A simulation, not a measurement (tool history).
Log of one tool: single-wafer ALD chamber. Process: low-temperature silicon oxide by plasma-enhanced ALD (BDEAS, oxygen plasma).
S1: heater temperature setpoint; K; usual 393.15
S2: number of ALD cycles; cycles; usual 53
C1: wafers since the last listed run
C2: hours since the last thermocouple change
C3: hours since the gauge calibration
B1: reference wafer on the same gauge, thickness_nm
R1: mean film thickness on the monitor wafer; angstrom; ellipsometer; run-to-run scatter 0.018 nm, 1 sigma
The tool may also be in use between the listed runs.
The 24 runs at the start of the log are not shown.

-- hour=638.2 thermocouple changed; heater temperature recalibrated
run 25 hour=644.6 | S1=393.15 S2=44 | C1=60 C2=6.4 C3=56.5 | B1=7.074 | R1=61.27
run 26 hour=677.2 | S1=384.15 S2=49 | C1=202 C2=39.0 C3=89.1 | B1=7.077 | R1=69.83
run 27 hour=696.3 | S1=393.15 S2=53 | C1=118 C2=58.1 C3=108.2 | B1=7.070 | R1=73.47
run 28 hour=730.8 | S1=393.15 S2=53 | C1=214 C2=92.6 C3=142.7 | B1=7.074 | R1=73.96
run 29 hour=752.2 | S1=387.15 S2=43 | C1=132 C2=114.0 C3=164.1 | B1=7.057 | R1=60.54
run 30 hour=770.9 | S1=398.15 S2=62 | C1=116 C2=132.7 C3=182.8 | B1=7.071 | R1=85.50
run 31 hour=788.4 | S1=393.15 S2=53 | C1=108 C2=150.2 C3=200.3 | B1=7.063 | R1=73.82
run 32 hour=800.8 | S1=388.15 S2=60 | C1=77 C2=162.6 C3=212.7 | B1=7.066 | R1=84.40
run 33 hour=832.0 | S1=406.15 S2=47 | C1=193 C2=193.8 C3=243.9 | B1=7.077 | R1=63.74
run 34 hour=865.0 | S1=378.15 S2=61 | C1=205 C2=226.8 C3=276.9 | B1=7.075 | R1=87.29
run 35 hour=880.8 | S1=393.15 S2=53 | C1=98 C2=242.6 C3=292.7 | B1=7.062 | R1=73.74
run 36 hour=910.8 | S1=381.15 S2=61 | C1=186 C2=272.6 C3=322.7 | B1=7.072 | R1=86.60
run 37 hour=925.1 | S1=393.15 S2=53 | C1=88 C2=286.9 C3=337.0 | B1=7.083 | R1=73.87
run 38 hour=957.1 | S1=393.15 S2=56 | C1=198 C2=318.9 C3=369.0 | B1=7.065 | R1=77.59
run 39 hour=987.4 | S1=393.15 S2=53 | C1=188 C2=349.2 C3=399.3 | B1=7.067 | R1=73.55
run 40 hour=1010.6 | S1=393.15 S2=63 | C1=144 C2=372.4 C3=422.5 | B1=7.068 | R1=87.44
run 41 hour=1029.9 | S1=393.15 S2=49 | C1=119 C2=391.7 C3=441.8 | B1=7.074 | R1=67.95
run 42 hour=1042.3 | S1=407.15 S2=58 | C1=77 C2=404.1 C3=454.2 | B1=7.076 | R1=77.92
run 43 hour=1060.3 | S1=407.15 S2=60 | C1=111 C2=422.1 C3=472.2 | B1=7.076 | R1=80.97
run 44 hour=1086.0 | S1=386.15 S2=57 | C1=159 C2=447.8 C3=497.9 | B1=7.069 | R1=80.62
run 45 hour=1100.1 | S1=393.15 S2=43 | C1=87 C2=461.9 C3=512.0 | B1=7.067 | R1=59.50

What will run 46 give?
run 46 hour=1146.3 | S1=379.15 S2=58 | C1=287 C2=508.1 C3=558.2 | B1=? | R1=?

B1: 7.072
R1: 82.60 angstrom
Take away the tool's hidden state, keep the run-to-run variation as it was, and the same run would have given R1 83.09 angstrom.
